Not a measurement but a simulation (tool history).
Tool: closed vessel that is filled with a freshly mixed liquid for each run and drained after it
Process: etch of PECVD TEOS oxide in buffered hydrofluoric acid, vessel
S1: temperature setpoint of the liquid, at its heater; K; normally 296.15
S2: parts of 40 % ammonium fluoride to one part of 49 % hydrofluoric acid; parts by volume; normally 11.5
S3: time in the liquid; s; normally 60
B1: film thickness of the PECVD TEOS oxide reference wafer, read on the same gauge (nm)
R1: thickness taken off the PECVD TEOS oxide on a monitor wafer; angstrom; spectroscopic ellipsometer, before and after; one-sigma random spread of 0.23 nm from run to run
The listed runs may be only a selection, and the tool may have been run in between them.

run 1 day=0 | S1=293.65 S2=11.5 S3=60 | B1=110.02 | R1=539.8
run 2 day=1.267 | S1=296.15 S2=11.5 S3=60 | B1=109.99 | R1=618.8
run 3 day=4.025 | S1=296.15 S2=11.5 S3=60 | B1=109.98 | R1=621.5
run 4 day=6.633 | S1=296.15 S2=11.5 S3=60 | B1=109.97 | R1=625.5
run 5 day=8.429 | S1=296.15 S2=11.5 S3=60 | B1=109.99 | R1=626
run 6 day=10.358 | S1=296.15 S2=11.5 S3=60 | B1=110 | R1=627.3
run 7 day=12.346 | S1=296.15 S2=11.5 S3=60 | B1=110.01 | R1=628.6
run 8 day=14.175 | S1=296.15 S2=11.5 S3=60 | B1=110.04 | R1=628.3
-- day=16.558 thermometer replaced
run 9 day=17.146 | S1=296.15 S2=10 S3=60 | B1=110.03 | R1=716.7
run 10 day=19.079 | S1=296.15 S2=10 S3=60 | B1=110.02 | R1=726.8
run 11 day=20.362 | S1=296.15 S2=10 S3=45 | B1=110.03 | R1=539.4
run 12 day=22.621 | S1=296.15 S2=10 S3=45 | B1=110.03 | R1=539.1
run 13 day=25.004 | S1=293.15 S2=13 S3=90 | B1=110.01 | R1=715.7
run 14 day=26.612 | S1=296.15 S2=14.5 S3=75 | B1=109.97 | R1=640.9
-- day=28.483 gauge calibrated
run 15 day=29.221 | S1=296.15 S2=10 S3=45 | B1=109.99 | R1=548.3
-- day=33.933 hydrofluoric acid flow meter replaced
run 16 day=34.308 | S1=296.15 S2=11.5 S3=60 | B1=110.01 | R1=620.9
run 17 day=36.312 | S1=291.15 S2=13 S3=40 | B1=110.02 | R1=279.1
run 18 day=38.721 | S1=296.15 S2=11.5 S3=60 | B1=110 | R1=624
run 19 day=40.675 | S1=291.15 S2=7.5 S3=30 | B1=110.02 | R1=352.8
run 20 day=43.058 | S1=296.15 S2=14.5 S3=60 | B1=110.03 | R1=500.1
run 21 day=45.821 | S1=299.15 S2=11.5 S3=80 | B1=109.95 | R1=991.9
run 22 day=47.129 | S1=301.15 S2=10 S3=30 | B1=110.03 | R1=469.3
run 23 day=48.396 | S1=293.65 S2=14 S3=40 | B1=110.03 | R1=301.6
run 24 day=50.888 | S1=293.15 S2=7.5 S3=60 | B1=110 | R1=797.4

Forecast each of these 5 alternatives for the next run:
run A day=50.917 | S1=296.15 S2=11.5 S3=60 | B1=? | R1=?
run B day=50.917 | S1=296.15 S2=13 S3=60 | B1=? | R1=?
run C day=50.917 | S1=291.15 S2=11.5 S3=60 | B1=? | R1=?
run D day=50.917 | S1=298.65 S2=11.5 S3=30 | B1=? | R1=?
run E day=50.917 | S1=291.65 S2=11.5 S3=75 | B1=? | R1=?

run=A B1=110 R1=636.5
run=B B1=110 R1=564.6
run=C B1=110 R1=481.5
run=D B1=110 R1=364.7
run=E B1=110 R1=619.1
The same runs, with their run-to-run variation unchanged, on a tool lacking any hidden condition would have given:
run=A R1=620.7
run=B R1=550.5
run=C R1=469.5
run=D R1=355.6
run=E R1=603.7
